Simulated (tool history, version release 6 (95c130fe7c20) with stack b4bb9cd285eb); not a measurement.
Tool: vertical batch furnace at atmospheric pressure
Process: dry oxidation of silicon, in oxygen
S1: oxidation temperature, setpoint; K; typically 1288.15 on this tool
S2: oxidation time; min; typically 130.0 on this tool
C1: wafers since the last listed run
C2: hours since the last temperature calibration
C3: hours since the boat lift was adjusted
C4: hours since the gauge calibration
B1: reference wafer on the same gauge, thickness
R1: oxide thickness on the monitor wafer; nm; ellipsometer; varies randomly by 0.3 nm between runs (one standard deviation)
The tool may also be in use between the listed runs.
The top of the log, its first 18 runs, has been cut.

{"run": 19, "hour": 352.6, "S1": 1306.15, "S2": 78.0, "C1": 276, "C2": 2109.2, "C3": 177.6, "C4": 91.4, "B1": 157.99, "R1": 111.41}
{"run": 20, "hour": 369.8, "S1": 1266.15, "S2": 149.5, "C1": 202, "C2": 2126.4, "C3": 194.8, "C4": 108.6, "B1": 157.98, "R1": 129.15}
{"run": 21, "hour": 384.8, "S1": 1272.15, "S2": 172.0, "C1": 176, "C2": 2141.4, "C3": 209.8, "C4": 123.6, "B1": 157.75, "R1": 146.84}
{"run": 22, "hour": 399.2, "S1": 1265.15, "S2": 164.0, "C1": 169, "C2": 2155.8, "C3": 224.2, "C4": 138.0, "B1": 157.96, "R1": 136.13}
{"run": 23, "hour": 461.4, "S1": 1303.15, "S2": 184.5, "C1": 732, "C2": 2218.0, "C3": 286.4, "C4": 200.2, "B1": 157.92, "R1": 186.6}
{"run": 24, "hour": 472.0, "S1": 1288.15, "S2": 79.0, "C1": 124, "C2": 2228.6, "C3": 297.0, "C4": 210.8, "B1": 157.96, "R1": 100.32}
{"run": 25, "hour": 485.0, "S1": 1312.15, "S2": 175.0, "C1": 153, "C2": 2241.6, "C3": 310.0, "C4": 223.8, "B1": 157.89, "R1": 189.8}
{"run": 26, "hour": 512.6, "S1": 1303.15, "S2": 184.5, "C1": 324, "C2": 2269.2, "C3": 337.6, "C4": 251.4, "B1": 157.96, "R1": 186.46}
{"hour": 560.1, "done": "thermocouples replaced and temperature profile calibrated"}
{"run": 27, "hour": 560.6, "S1": 1288.15, "S2": 130.0, "C1": 282, "C2": 0.5, "C3": 385.6, "C4": 299.4, "B1": 158.16, "R1": 133.71}
{"run": 28, "hour": 567.2, "S1": 1288.15, "S2": 109.0, "C1": 77, "C2": 7.1, "C3": 392.2, "C4": 306.0, "B1": 157.86, "R1": 119.51}
{"run": 29, "hour": 590.6, "S1": 1302.15, "S2": 105.5, "C1": 275, "C2": 30.5, "C3": 415.6, "C4": 329.4, "B1": 157.98, "R1": 127.78}
{"run": 30, "hour": 600.1, "S1": 1288.15, "S2": 190.0, "C1": 111, "C2": 40.0, "C3": 425.1, "C4": 338.9, "B1": 157.95, "R1": 169.28}
{"run": 31, "hour": 622.3, "S1": 1272.15, "S2": 172.0, "C1": 261, "C2": 62.2, "C3": 447.3, "C4": 361.1, "B1": 157.94, "R1": 142.0}
{"run": 32, "hour": 633.1, "S1": 1288.15, "S2": 130.0, "C1": 127, "C2": 73.0, "C3": 458.1, "C4": 371.9, "B1": 157.86, "R1": 132.73}
{"run": 33, "hour": 647.9, "S1": 1276.15, "S2": 181.0, "C1": 174, "C2": 87.8, "C3": 472.9, "C4": 386.7, "B1": 157.81, "R1": 150.83}
{"run": 34, "hour": 667.7, "S1": 1288.15, "S2": 105.0, "C1": 233, "C2": 107.6, "C3": 492.7, "C4": 406.5, "B1": 157.92, "R1": 116.6}
{"run": 35, "hour": 690.2, "S1": 1288.15, "S2": 174.0, "C1": 264, "C2": 130.1, "C3": 515.2, "C4": 429.0, "B1": 158.03, "R1": 159.71}
{"run": 36, "hour": 707.8, "S1": 1288.15, "S2": 130.0, "C1": 207, "C2": 147.7, "C3": 532.8, "C4": 446.6, "B1": 158.23, "R1": 133.14}
{"run": 37, "hour": 717.6, "S1": 1288.15, "S2": 130.0, "C1": 115, "C2": 157.5, "C3": 542.6, "C4": 456.4, "B1": 157.97, "R1": 133.57}
{"run": 38, "hour": 738.2, "S1": 1288.15, "S2": 176.0, "C1": 242, "C2": 178.1, "C3": 563.2, "C4": 477.0, "B1": 158.2, "R1": 161.39}
{"run": 39, "hour": 758.2, "S1": 1288.15, "S2": 130.0, "C1": 235, "C2": 198.1, "C3": 583.2, "C4": 497.0, "B1": 158.1, "R1": 133.88}

Each row is a separate what-if for the run after 39, all from the same tool condition, not one after another. Results?
{"run": "A", "hour": 764.9, "S1": 1288.15, "S2": 130.0, "C1": 78, "C2": 204.8, "C3": 589.9, "C4": 503.7, "B1": "?", "R1": "?"}
{"run": "B", "hour": 764.9, "S1": 1280.15, "S2": 106.5, "C1": 78, "C2": 204.8, "C3": 589.9, "C4": 503.7, "B1": "?", "R1": "?"}
{"run": "C", "hour": 764.9, "S1": 1297.15, "S2": 155.0, "C1": 78, "C2": 204.8, "C3": 589.9, "C4": 503.7, "B1": "?", "R1": "?"}
{"run": "D", "hour": 764.9, "S1": 1271.15, "S2": 161.0, "C1": 78, "C2": 204.8, "C3": 589.9, "C4": 503.7, "B1": "?", "R1": "?"}

run=A B1=158.06 R1=133.99
run=B B1=158.06 R1=111.78
run=C B1=158.06 R1=158.09
run=D B1=158.06 R1=136.22
With the hidden condition removed and each run's random variation left untouched, the same runs would have given:
run=A R1=133.42
run=B R1=111.27
run=C R1=157.50
run=D R1=135.64
